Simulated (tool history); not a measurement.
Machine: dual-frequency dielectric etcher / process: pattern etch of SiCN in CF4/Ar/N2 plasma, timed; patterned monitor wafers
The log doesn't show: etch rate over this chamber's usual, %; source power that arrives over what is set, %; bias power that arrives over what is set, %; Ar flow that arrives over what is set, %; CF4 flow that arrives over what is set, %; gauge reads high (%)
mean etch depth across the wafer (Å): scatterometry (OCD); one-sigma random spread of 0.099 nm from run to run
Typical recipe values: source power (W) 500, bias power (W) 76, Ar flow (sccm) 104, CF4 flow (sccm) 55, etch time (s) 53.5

| run | day | source power (W) | bias power (W) | Ar flow (sccm) | CF4 flow (sccm) | etch time (s) | wafers since the last listed run | hours since the last wet clean | hours since the last source power generator calibration | hours since the last bias power generator calibration | hours since the last Ar flow controller change | hours since the last CF4 flow controller change | hours since the last upper electrode change | hours since the gauge calibration | read-back reference wafer on the same gauge, depth_nm | mean etch depth across the wafer (Å) |
|---|---|---|---|---|---|---|---|---|---|---|---|---|---|---|---|---|
| 1 | 0 | 410 | 76 | 104 | 55 | 53.5 | 0 | 150.5 | 4013.2 | 1701 | 5167.1 | 4109.9 | 6076.4 | 404.4 | 45.16 | 403.4 |
| 2 | 4.092 | 500 | 76 | 104 | 50 | 53.5 | 754 | 248.7 | 4111.4 | 1799.2 | 5265.3 | 4208.1 | 6174.6 | 502.6 | 45.21 | 444.4 |
| 3 | 6.054 | 500 | 76 | 104 | 55 | 66 | 362 | 295.8 | 4158.5 | 1846.3 | 5312.4 | 4255.2 | 6221.7 | 549.7 | 45.23 | 559.2 |
|  | 9.533 | wet clean of the chamber |
| 4 | 10.1 | 500 | 76 | 104 | 55 | 66 | 562 | 13.6 | 4255.6 | 1943.4 | 5409.5 | 4352.3 | 6318.8 | 646.8 | 45.24 | 558.3 |
| 5 | 14.458 | 500 | 76 | 104 | 55 | 66 | 804 | 118.2 | 4360.2 | 2048 | 5514.1 | 4456.9 | 6423.4 | 751.4 | 45.21 | 559.2 |
| 6 | 16.046 | 500 | 76 | 104 | 55 | 53.5 | 292 | 156.3 | 4398.3 | 2086.1 | 5552.2 | 4495 | 6461.5 | 789.5 | 45.23 | 454.3 |
| 7 | 18.1 | 500 | 76 | 104 | 55 | 53.5 | 379 | 205.6 | 4447.6 | 2135.4 | 5601.5 | 4544.3 | 6510.8 | 838.8 | 45.25 | 455.9 |
|  | 20.533 | bias power generator calibrated |
| 8 | 21.267 | 500 | 76 | 104 | 55 | 53.5 | 553 | 281.6 | 4523.6 | 17.6 | 5677.5 | 4620.3 | 6586.8 | 914.8 | 45.21 | 454.7 |
|  | 22.504 | CF4 flow controller replaced |
|  | 23.654 | gauge calibrated |
|  | 26.254 | upper electrode replaced |
|  | 26.5 | wet clean of the chamber |
| 9 | 26.521 | 500 | 76 | 104 | 55 | 53.5 | 693 | 0.5 | 4649.7 | 143.7 | 5803.6 | 96.4 | 6.4 | 68.8 | 45.22 | 453.1 |
| 10 | 27.879 | 500 | 76 | 117 | 60 | 64 | 250 | 33.1 | 4682.3 | 176.3 | 5836.2 | 129 | 39 | 101.4 | 45.2 | 545.2 |
| 11 | 29.521 | 560 | 76 | 126 | 41 | 63 | 302 | 72.5 | 4721.7 | 215.7 | 5875.6 | 168.4 | 78.4 | 140.8 | 45.26 | 509.7 |
|  | 31.188 | source power generator calibrated |
|  | 32.138 | Ar flow controller replaced |
| 12 | 32.417 | 470 | 76 | 82 | 47 | 53.5 | 457 | 142 | 29.5 | 285.2 | 6.7 | 237.9 | 147.9 | 210.3 | 45.13 | 433 |
| 13 | 34.921 | 500 | 70 | 94 | 64 | 43 | 462 | 202.1 | 89.6 | 345.3 | 66.8 | 298 | 208 | 270.4 | 45.24 | 378.7 |
| 14 | 37.254 | 500 | 59 | 104 | 65 | 53.5 | 430 | 258.1 | 145.6 | 401.3 | 122.8 | 354 | 264 | 326.4 | 45.19 | 453.7 |
| 15 | 39.567 | 410 | 76 | 87 | 55 | 53.5 | 426 | 313.6 | 201.1 | 456.8 | 178.3 | 409.5 | 319.5 | 381.9 | 45.13 | 412 |
|  | 42.346 | wet clean of the chamber |
| 16 | 42.667 | 500 | 76 | 126 | 55 | 53.5 | 387 | 7.7 | 275.5 | 531.2 | 252.7 | 483.9 | 393.9 | 456.3 | 45.24 | 441 |

What if the next run were any one of these 4? Each begins from the tool's condition after run 16:
| A | 42.683 | 500 | 76 | 104 | 62 | 53.5 | 3 | 8.1 | 275.9 | 531.6 | 253.1 | 484.3 | 394.3 | 456.7 | ? | ? |
| B | 42.683 | 500 | 76 | 104 | 55 | 40.5 | 3 | 8.1 | 275.9 | 531.6 | 253.1 | 484.3 | 394.3 | 456.7 | ? | ? |
| C | 42.683 | 540 | 76 | 104 | 55 | 53.5 | 3 | 8.1 | 275.9 | 531.6 | 253.1 | 484.3 | 394.3 | 456.7 | ? | ? |
| D | 42.683 | 500 | 76 | 104 | 64 | 53.5 | 3 | 8.1 | 275.9 | 531.6 | 253.1 | 484.3 | 394.3 | 456.7 | ? | ? |

| run | read-back reference wafer on the same gauge, depth_nm | mean etch depth across the wafer (Å) |
|---|---|---|
| A | 45.24 | 467.5 |
| B | 45.24 | 343.9 |
| C | 45.24 | 476.6 |
| D | 45.24 | 470.9 |
Without the tool's hidden state the same runs would have given:
| run | mean etch depth across the wafer (Å) |
|---|---|
| A | 467.5 |
| B | 343.9 |
| C | 476.6 |
| D | 470.9 |
